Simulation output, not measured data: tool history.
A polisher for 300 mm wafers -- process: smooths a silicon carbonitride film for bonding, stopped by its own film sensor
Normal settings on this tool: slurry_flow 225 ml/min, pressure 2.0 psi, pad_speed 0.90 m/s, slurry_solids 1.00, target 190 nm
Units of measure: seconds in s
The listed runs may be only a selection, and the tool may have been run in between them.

run,hour,slurry_flow,pressure,pad_speed,slurry_solids,target,wafers since the last listed run,wafers polished on this pad,hours since the slurry nozzle was cleaned,hours since the head pressure was calibrated,hours since the slurry blender was calibrated,"incoming thickness of the incoming film, nm",seconds
1,0.0,225,2.0,0.90,1.00,190,0,4043,503.3,984.9,411.6,219.7,123.0
# hour 68.2: head pressure recalibrated
# hour 80.5: slurry nozzle cleaned
2,94.6,225,2.0,0.90,1.00,190,757,4800,14.1,26.4,506.2,219.7,106.8
3,157.6,225,2.0,0.90,1.00,190,520,5321,77.1,89.4,569.2,215.8,95.5
# hour 185.7: worn pad replaced by a new one
# hour 208.1: slurry blender recalibrated
4,276.2,225,2.0,0.90,1.00,190,930,731,195.7,208.0,68.1,222.6,123.2
5,318.2,225,2.0,0.90,1.00,190,347,1078,237.7,250.0,110.1,219.9,115.6
6,390.7,225,2.0,0.90,1.00,190,599,1678,310.2,322.5,182.6,220.9,118.5
7,453.6,225,2.0,0.90,1.00,190,519,2197,373.1,385.4,245.5,218.6,111.0
8,533.6,225,2.0,0.90,1.00,190,661,2859,453.1,465.4,325.5,215.7,102.0
9,619.3,225,2.0,0.90,1.00,190,708,3567,538.8,551.1,411.2,220.0,119.7
10,695.8,225,2.0,0.90,1.00,190,632,4199,615.3,627.6,487.7,221.5,125.7
# hour 711.0: slurry nozzle cleaned
11,734.6,225,2.0,0.90,1.00,195,312,4512,23.6,666.4,526.5,220.4,99.3
# hour 761.4: worn pad replaced by a new one, of another model than before
12,779.4,225,2.2,0.90,1.00,190,337,148,68.4,711.2,571.3,221.5,115.2
# hour 801.9: slurry blender recalibrated
13,824.8,225,2.0,1.02,1.00,185,358,507,113.8,756.6,22.9,216.9,119.5
14,910.4,225,2.0,0.90,1.00,190,707,1215,199.4,842.2,108.5,221.3,123.1
15,962.8,170,1.5,0.90,1.00,190,433,1648,251.8,894.6,160.9,218.7,144.7
16,1029.1,225,2.0,1.14,1.25,181,548,2196,318.1,960.9,227.2,220.9,127.6
# hour 1050.6: head pressure recalibrated
17,1129.1,225,2.5,0.70,1.00,198,810,3006,418.1,78.5,327.2,221.5,85.4
18,1166.0,160,1.7,0.90,1.00,194,305,3311,455.0,115.4,364.1,217.7,107.0
19,1204.0,225,2.0,0.90,1.20,190,314,3625,493.0,153.4,402.1,219.2,102.8
20,1286.3,205,2.0,0.90,1.00,199,680,4305,575.3,235.7,484.4,220.4,79.9
21,1346.0,225,2.0,0.72,1.00,186,493,4799,635.0,295.4,544.1,220.4,147.8
# hour 1393.0: slurry nozzle cleaned
22,1442.5,160,1.7,0.90,1.00,194,789,5588,49.5,391.9,640.6,218.0,108.2

Run 23 has not been measured yet. What should we expect?
# hour 1452.2: worn pad replaced by a new one
# hour 1504.2: slurry blender recalibrated
23,1544.3,225,2.0,1.00,1.00,190,791,744,151.3,493.7,40.1,220.2,?

{"run 23": {"seconds": 112.8}}
Had the tool carried no hidden state, the very same run would have given seconds 107.6 s.
